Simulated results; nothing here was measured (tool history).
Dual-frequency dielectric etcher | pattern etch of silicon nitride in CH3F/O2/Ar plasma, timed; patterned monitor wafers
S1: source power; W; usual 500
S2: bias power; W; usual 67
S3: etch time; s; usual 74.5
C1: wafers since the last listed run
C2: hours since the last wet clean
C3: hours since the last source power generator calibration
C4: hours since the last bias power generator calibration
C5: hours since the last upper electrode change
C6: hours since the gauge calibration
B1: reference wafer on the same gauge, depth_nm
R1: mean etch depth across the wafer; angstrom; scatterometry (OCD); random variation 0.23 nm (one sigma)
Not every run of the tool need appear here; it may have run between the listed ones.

run     day   S1  S2    S3   C1     C2      C3      C4      C5     C6    B1   R1
  1       0  500  77    68    0  200.6  3019.7  3035.5  4649.8  152.1  51.3  473
  2   0.762  500  77    68  283  218.9    3038  3053.8  4668.1  170.4  51.3  476
  3   1.967  500  67  74.5  447  247.8  3066.9  3082.7    4697  199.3  51.4  498
  4   3.179  500  67  74.5  450  276.9    3096  3111.8  4726.1  228.4  51.5  496
  5   4.008  500  67  74.5  308  296.8  3115.9  3131.7    4746  248.3  51.5  498
  6   4.662  500  67  74.5  243  312.5  3131.6  3147.4  4761.7    264  51.6  492
  7   5.171  500  67  74.5  188  324.7  3143.8  3159.6  4773.9  276.2  51.6  498
  8   6.467  500  71  74.5  481  355.8  3174.9  3190.7    4805  307.3  51.7  505
       6.75  -- bias power generator calibrated
      8.054  -- upper electrode replaced
  9   8.075  500  71  74.5  164  394.4  3213.5    31.8     0.5  345.9  51.7  508
 10    8.25  500  67  74.5   65  398.6  3217.7      36     4.7  350.1  51.7  495
      9.996  -- wet clean of the chamber
 11  10.017  550  78  84.5  284    0.5  3260.1    78.4    47.1  392.5  51.9  626

Run 12 comes next. What will it give?
 12  10.95  590  79  81.5  346  22.9  3282.5  100.8  69.5  414.9   ?   ?

{"run 12": {"B1": 51.9, "R1": 628}}
Were there no unlogged condition in the tool, this run, its random variation unchanged, would have produced R1 617 angstrom.
